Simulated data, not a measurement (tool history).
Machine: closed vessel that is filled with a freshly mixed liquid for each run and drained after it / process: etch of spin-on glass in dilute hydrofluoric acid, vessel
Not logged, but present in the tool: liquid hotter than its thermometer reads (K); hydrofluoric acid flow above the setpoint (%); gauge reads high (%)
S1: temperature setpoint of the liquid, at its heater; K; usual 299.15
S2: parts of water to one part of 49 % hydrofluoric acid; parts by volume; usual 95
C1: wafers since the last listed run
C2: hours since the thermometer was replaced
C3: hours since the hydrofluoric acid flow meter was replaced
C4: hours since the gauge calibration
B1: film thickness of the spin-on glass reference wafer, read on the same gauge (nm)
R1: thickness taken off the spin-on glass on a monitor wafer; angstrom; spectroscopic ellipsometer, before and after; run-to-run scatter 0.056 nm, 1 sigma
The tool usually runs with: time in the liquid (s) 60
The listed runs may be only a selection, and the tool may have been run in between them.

run 1 hour=0 | S1=299.15 S2=95 time_in_the_liquid_(s)=60 | C1=0 C2=1706.4 C3=634.4 C4=188.7 | B1=120 | R1=201.7
run 2 hour=16.1 | S1=299.15 S2=95 time_in_the_liquid_(s)=60 | C1=1864 C2=1722.5 C3=650.5 C4=204.8 | B1=120 | R1=202.4
run 3 hour=31.1 | S1=299.15 S2=95 time_in_the_liquid_(s)=60 | C1=1736 C2=1737.5 C3=665.5 C4=219.8 | B1=119.99 | R1=202.8
run 4 hour=37.2 | S1=299.15 S2=95 time_in_the_liquid_(s)=60 | C1=706 C2=1743.6 C3=671.6 C4=225.9 | B1=120 | R1=203.3
run 5 hour=48.1 | S1=299.15 S2=95 time_in_the_liquid_(s)=60 | C1=1262 C2=1754.5 C3=682.5 C4=236.8 | B1=120 | R1=203.6
run 6 hour=54.3 | S1=298.15 S2=95 time_in_the_liquid_(s)=60 | C1=717 C2=1760.7 C3=688.7 C4=243 | B1=119.99 | R1=196.1
run 7 hour=71.5 | S1=298.15 S2=95 time_in_the_liquid_(s)=60 | C1=1991 C2=1777.9 C3=705.9 C4=260.2 | B1=119.99 | R1=194.9
-- hour=75.7 gauge calibrated
run 8 hour=78.1 | S1=298.15 S2=95 time_in_the_liquid_(s)=60 | C1=764 C2=1784.5 C3=712.5 C4=2.4 | B1=119.99 | R1=195
run 9 hour=87.2 | S1=298.15 S2=110 time_in_the_liquid_(s)=60 | C1=1053 C2=1793.6 C3=721.6 C4=11.5 | B1=119.99 | R1=166.1
run 10 hour=96 | S1=298.15 S2=110 time_in_the_liquid_(s)=60 | C1=1018 C2=1802.4 C3=730.4 C4=20.3 | B1=120.02 | R1=166.8
run 11 hour=104.8 | S1=299.15 S2=70 time_in_the_liquid_(s)=60 | C1=1018 C2=1811.2 C3=739.2 C4=29.1 | B1=120.01 | R1=285.6
run 12 hour=115.9 | S1=299.15 S2=115 time_in_the_liquid_(s)=30 | C1=1285 C2=1822.3 C3=750.3 C4=40.2 | B1=120.01 | R1=82
run 13 hour=131.4 | S1=303.65 S2=50 time_in_the_liquid_(s)=50 | C1=1794 C2=1837.8 C3=765.8 C4=55.7 | B1=120 | R1=411.5
run 14 hour=145.5 | S1=303.65 S2=130 time_in_the_liquid_(s)=85 | C1=1632 C2=1851.9 C3=779.9 C4=69.8 | B1=120.01 | R1=239.1
run 15 hour=157.8 | S1=298.15 S2=95 time_in_the_liquid_(s)=60 | C1=1424 C2=1864.2 C3=792.2 C4=82.1 | B1=120 | R1=197
run 16 hour=173.3 | S1=297.65 S2=95 time_in_the_liquid_(s)=45 | C1=1794 C2=1879.7 C3=807.7 C4=97.6 | B1=119.99 | R1=145.5
run 17 hour=188.5 | S1=294.15 S2=120 time_in_the_liquid_(s)=50 | C1=1759 C2=1894.9 C3=822.9 C4=112.8 | B1=119.99 | R1=108.1
-- hour=193.4 thermometer replaced
run 18 hour=201.6 | S1=297.65 S2=105 time_in_the_liquid_(s)=60 | C1=1401 C2=8.2 C3=836 C4=125.9 | B1=119.99 | R1=166.8
run 19 hour=208.5 | S1=301.15 S2=45 time_in_the_liquid_(s)=30 | C1=798 C2=15.1 C3=842.9 C4=132.8 | B1=119.99 | R1=240.7
run 20 hour=221.9 | S1=297.65 S2=110 time_in_the_liquid_(s)=80 | C1=1551 C2=28.5 C3=856.3 C4=146.2 | B1=119.99 | R1=209.3

The next listed run, before its measurement:
run 21 hour=236.9 | S1=299.15 S2=95 time_in_the_liquid_(s)=60 | C1=1736 C2=43.5 C3=871.3 C4=161.2 | B1=? | R1=?

{"run 21": {"B1": 120, "R1": 198.1}}
Had the tool carried no hidden state, the very same run would have given R1 185.9 angstrom.
